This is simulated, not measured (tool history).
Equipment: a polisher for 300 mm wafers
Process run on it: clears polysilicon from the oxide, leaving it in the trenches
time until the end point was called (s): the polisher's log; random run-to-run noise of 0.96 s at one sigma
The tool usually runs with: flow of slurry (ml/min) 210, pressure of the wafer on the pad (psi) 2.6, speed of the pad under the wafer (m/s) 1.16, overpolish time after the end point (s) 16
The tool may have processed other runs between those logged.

run   hour  flow of slurry (ml/min)  pressure of the wafer on the pad (psi)  speed of the pad under the wafer (m/s)  overpolish time after the end point (s)  incoming thickness of the incoming film, nm  time until the end point was called (s)
  1    0.0                      210                                     2.6                                    1.16                                       16                                        788.0                                     52.9
  2   11.4                      210                                     2.6                                    1.16                                       16                                        780.1                                     54.2
      30.0  -- worn pad replaced by a new one
  3   30.5                      210                                     2.6                                    1.16                                       16                                        782.6                                     48.9
  4   43.9                      210                                     2.6                                    1.16                                       16                                        771.8                                     50.4
  5   53.9                      210                                     2.6                                    1.16                                       16                                        782.5                                     49.0
  6   61.1                      210                                     2.6                                    1.16                                       16                                        793.0                                     51.5
  7   68.0                      210                                     3.2                                    1.16                                       16                                        770.1                                     41.3
  8   79.7                      210                                     3.2                                    1.16                                       16                                        790.3                                     41.6
  9   91.3                      210                                     3.2                                    1.16                                       16                                        794.7                                     43.9
      97.2  -- head pressure recalibrated
     102.5  -- worn pad replaced by a new one
 10  103.0                      210                                     2.6                                    1.16                                       16                                        796.4                                     51.1
 11  107.2                      210                                     2.3                                    0.98                                       16                                        783.1                                     67.9
 12  116.5                      210                                     3.0                                    0.88                                       16                                        792.4                                     55.8
 13  131.2                      210                                     2.1                                    1.50                                       16                                        775.8                                     50.2
     132.5  -- slurry nozzle cleaned
 14  140.6                      145                                     2.6                                    1.16                                       10                                        780.7                                     54.5
 15  155.9                      190                                     3.5                                    0.92                                       12                                        791.7                                     49.4
 16  167.1                      210                                     2.6                                    1.04                                       24                                        771.6                                     58.2
     176.0  -- worn pad replaced by a new one
 17  182.3                      210                                     2.6                                    1.16                                       16                                        778.1                                     49.3
 18  199.4                      210                                     2.6                                    1.16                                        7                                        792.0                                     51.4

Branching from run 18: 5 alternative next runs. What would each branch give?
  A  199.8                      245                                     2.6                                    1.16                                       16                                        771.8                                        ?
  B  199.8                      240                                     2.0                                    1.16                                       16                                        771.8                                        ?
  C  199.8                      155                                     2.6                                    1.16                                       16                                        771.8                                        ?
  D  199.8                      230                                     3.0                                    1.00                                       12                                        771.8                                        ?
  E  199.8                      255                                     2.9                                    1.16                                       23                                        771.8                                        ?

run  time until the end point was called (s)
  A                                     50.1
  B                                     65.3
  C                                     53.3
  D                                     50.7
  E                                     44.7
Had the tool no hidden state, the same runs would have come out as:
run  time until the end point was called (s)
  A                                     49.1
  B                                     64.0
  C                                     52.3
  D                                     49.7
  E                                     43.8
